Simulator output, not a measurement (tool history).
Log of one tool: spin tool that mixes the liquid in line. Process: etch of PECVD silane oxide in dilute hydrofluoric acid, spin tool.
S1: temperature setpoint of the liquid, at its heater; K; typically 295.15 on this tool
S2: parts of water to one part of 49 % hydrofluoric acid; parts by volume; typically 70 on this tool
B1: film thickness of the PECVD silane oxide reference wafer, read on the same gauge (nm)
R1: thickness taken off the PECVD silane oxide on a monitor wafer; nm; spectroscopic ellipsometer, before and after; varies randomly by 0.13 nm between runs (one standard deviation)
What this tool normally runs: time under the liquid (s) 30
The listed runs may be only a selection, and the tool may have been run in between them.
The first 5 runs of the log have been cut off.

run 6 hour=393.6 | S1=295.15 S2=70 time_under_the_liquid_(s)=30 | B1=99.99 | R1=13.39
run 7 hour=437.9 | S1=295.15 S2=70 time_under_the_liquid_(s)=30 | B1=100.02 | R1=13.68
run 8 hour=493.4 | S1=295.15 S2=70 time_under_the_liquid_(s)=40 | B1=99.99 | R1=18.32
run 9 hour=593.4 | S1=295.15 S2=70 time_under_the_liquid_(s)=40 | B1=100.01 | R1=18.41
run 10 hour=668.5 | S1=295.15 S2=70 time_under_the_liquid_(s)=40 | B1=100.00 | R1=18.09
-- hour=707.1 hydrofluoric acid flow meter replaced
run 11 hour=737.0 | S1=295.15 S2=70 time_under_the_liquid_(s)=30 | B1=99.99 | R1=13.54
run 12 hour=832.0 | S1=295.15 S2=70 time_under_the_liquid_(s)=30 | B1=100.00 | R1=13.67
run 13 hour=903.7 | S1=295.15 S2=45 time_under_the_liquid_(s)=30 | B1=100.00 | R1=22.06
run 14 hour=984.6 | S1=297.15 S2=55 time_under_the_liquid_(s)=20 | B1=100.00 | R1=12.70
run 15 hour=1075.9 | S1=300.15 S2=70 time_under_the_liquid_(s)=50 | B1=99.99 | R1=27.75
run 16 hour=1140.2 | S1=290.15 S2=95 time_under_the_liquid_(s)=40 | B1=100.00 | R1=10.61
run 17 hour=1178.3 | S1=293.65 S2=70 time_under_the_liquid_(s)=20 | B1=99.99 | R1=8.67
run 18 hour=1283.7 | S1=290.15 S2=55 time_under_the_liquid_(s)=25 | B1=99.97 | R1=12.02

What will run 19 give?
run 19 hour=1358.3 | S1=295.15 S2=70 time_under_the_liquid_(s)=25 | B1=? | R1=?

{"run 19": {"B1": 100.0, "R1": 11.49}}
If the tool had no hidden condition, the same run with the same run-to-run variation would have returned R1 11.49 nm.

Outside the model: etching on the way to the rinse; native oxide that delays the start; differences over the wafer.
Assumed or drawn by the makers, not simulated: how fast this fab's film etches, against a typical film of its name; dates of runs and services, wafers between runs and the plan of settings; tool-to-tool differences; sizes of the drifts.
